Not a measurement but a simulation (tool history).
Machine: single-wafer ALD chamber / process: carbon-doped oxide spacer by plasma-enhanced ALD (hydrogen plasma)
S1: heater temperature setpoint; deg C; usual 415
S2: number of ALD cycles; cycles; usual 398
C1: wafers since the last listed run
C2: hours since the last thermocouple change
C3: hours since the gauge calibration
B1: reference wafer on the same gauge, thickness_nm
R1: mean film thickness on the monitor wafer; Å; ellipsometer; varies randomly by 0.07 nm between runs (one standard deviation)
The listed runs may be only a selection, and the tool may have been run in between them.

run     day   S1   S2   C1      C2      C3      B1      R1
  1   0.000  415  398    0  1119.3   396.1  16.202  196.33
  2   3.717  415  398   89  1208.5   485.3  16.211  196.17
  3   6.329  415  398   62  1271.2   548.0  16.193  196.08
  4   8.950  415  398   62  1334.1   610.9  16.215  195.97
  5  12.504  415  398   85  1419.4   696.2  16.191  194.97
  6  16.483  415  398   95  1514.9   791.7  16.202  195.51
  7  19.758  415  398   78  1593.5   870.3  16.203  195.33
  8  21.858  415  444   50  1643.9   920.7  16.214  218.82
  9  23.483  415  444   39  1682.9   959.7  16.202  217.03
 10  25.375  415  398   45  1728.3  1005.1  16.201  195.94
     27.371  -- gauge calibrated
 11  27.833  422  356   59  1787.3    11.1  16.206  170.94
 12  32.046  427  398  101  1888.4   112.2  16.199  187.95
 13  34.225  428  473   52  1940.7   164.5  16.199  223.32
 14  36.758  415  398   60  2001.5   225.3  16.196  195.74
 15  40.825  422  370   97  2099.1   322.9  16.193  178.67
     43.142  -- thermocouple changed; heater temperature recalibrated
 16  45.096  402  336   94    46.9   425.4  16.200  171.52
 17  49.171  415  398   97   144.7   523.2  16.195  195.49
 18  53.342  408  398  100   244.8   623.3  16.205  199.18
 19  55.433  415  398   50   295.0   673.5  16.197  195.51
 20  59.221  426  336   90   385.9   764.4  16.211  159.81
 21  60.946  404  398   41   427.3   805.8  16.198  202.60

Below are 3 alternative next runs, each starting from the tool's condition after run 21. Predict each:
  A  60.988  415  438   1  428.3  806.8   ?   ?
  B  60.988  405  430   1  428.3  806.8   ?   ?
  C  60.988  424  428   1  428.3  806.8   ?   ?

run      B1      R1
  A  16.196  215.17
  B  16.196  218.27
  C  16.196  203.96
With the hidden condition removed and each run's random variation left untouched, the same runs would have given:
run      R1
  A  215.17
  B  218.27
  C  203.96
